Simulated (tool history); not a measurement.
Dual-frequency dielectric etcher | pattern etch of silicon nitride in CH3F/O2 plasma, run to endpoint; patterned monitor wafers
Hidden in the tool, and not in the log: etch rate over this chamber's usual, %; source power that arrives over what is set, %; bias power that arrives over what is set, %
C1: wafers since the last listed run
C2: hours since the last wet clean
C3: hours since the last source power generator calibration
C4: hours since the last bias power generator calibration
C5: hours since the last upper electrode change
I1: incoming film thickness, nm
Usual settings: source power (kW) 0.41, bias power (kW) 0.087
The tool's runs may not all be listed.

Run 1, day 0: usual settings but source power (kW) 0.46, bias power (kW) 0.079; C1 0; C2 64.3; C3 2030.2; C4 4081.2; C5 3233; I1 87.5. Result: endpoint time (s) 90.6.
Run 2, day 2.238: usual settings but source power (kW) 0.46, bias power (kW) 0.079; C1 314; C2 118; C3 2083.9; C4 4134.9; C5 3286.7; I1 86.7. Result: endpoint time (s) 89.3.
Run 3, day 4.442: usual settings but source power (kW) 0.46, bias power (kW) 0.079; C1 309; C2 170.9; C3 2136.8; C4 4187.8; C5 3339.6; I1 87.6. Result: endpoint time (s) 89.9.
Run 4, day 6.096: usual settings but source power (kW) 0.35; C1 232; C2 210.6; C3 2176.5; C4 4227.5; C5 3379.3; I1 87.2. Result: endpoint time (s) 92.3.
Run 5, day 9.925: usual settings but source power (kW) 0.35; C1 537; C2 302.5; C3 2268.4; C4 4319.4; C5 3471.2; I1 87.1. Result: endpoint time (s) 91.3.
Run 6, day 11.912: usual settings; C1 279; C2 350.2; C3 2316.1; C4 4367.1; C5 3518.9; I1 87.8. Result: endpoint time (s) 87.5.
Run 7, day 15.038: usual settings; C1 438; C2 425.2; C3 2391.1; C4 4442.1; C5 3593.9; I1 86.6. Result: endpoint time (s) 86.1.
Run 8, day 16.896: usual settings but bias power (kW) 0.095; C1 260; C2 469.8; C3 2435.7; C4 4486.7; C5 3638.5; I1 88.1. Result: endpoint time (s) 83.2.
At day 24.296: bias power generator calibrated.
At day 24.354: wet clean of the chamber.
Run 9, day 26.671: usual settings; C1 1341; C2 55.6; C3 2670.3; C4 57; C5 3873.1; I1 87.6. Result: endpoint time (s) 88.2.
At day 28.517: source power generator calibrated.
At day 30.088: upper electrode replaced.
Run 10, day 30.492: usual settings but source power (kW) 0.34, bias power (kW) 0.093; C1 372; C2 147.3; C3 47.4; C4 148.7; C5 9.7; I1 87.6. Result: endpoint time (s) 90.9.
Run 11, day 32.45: usual settings but bias power (kW) 0.108; C1 275; C2 194.3; C3 94.4; C4 195.7; C5 56.7; I1 88.1. Result: endpoint time (s) 78.7.
Run 12, day 33.954: usual settings but source power (kW) 0.35, bias power (kW) 0.08; C1 211; C2 230.4; C3 130.5; C4 231.8; C5 92.8; I1 88. Result: endpoint time (s) 97.7.
Run 13, day 38.138: usual settings but source power (kW) 0.34, bias power (kW) 0.07; C1 587; C2 330.8; C3 230.9; C4 332.2; C5 193.2; I1 86.8. Result: endpoint time (s) 105.4.
Run 14, day 40.854: usual settings; C1 381; C2 396; C3 296.1; C4 397.4; C5 258.4; I1 87.5. Result: endpoint time (s) 86.7.

Hidden state or all else? Some run-to-run changes of endpoint time (s), split into what the settings, what came in and random variation would give without the hidden state, and what is left for the hidden state (with any gauge scatter that isn't in both results):
Run 8 -> 9: bias power (kW) 0.095 -> 0.087, bias power generator calibrated, wet clean of the chamber. endpoint time (s) +5: hidden state +1.4, all else +3.6.
Run 11 -> 12: source power (kW) 0.41 -> 0.35, bias power (kW) 0.108 -> 0.08. endpoint time (s) +19: hidden state -0.3, all else +19.3.
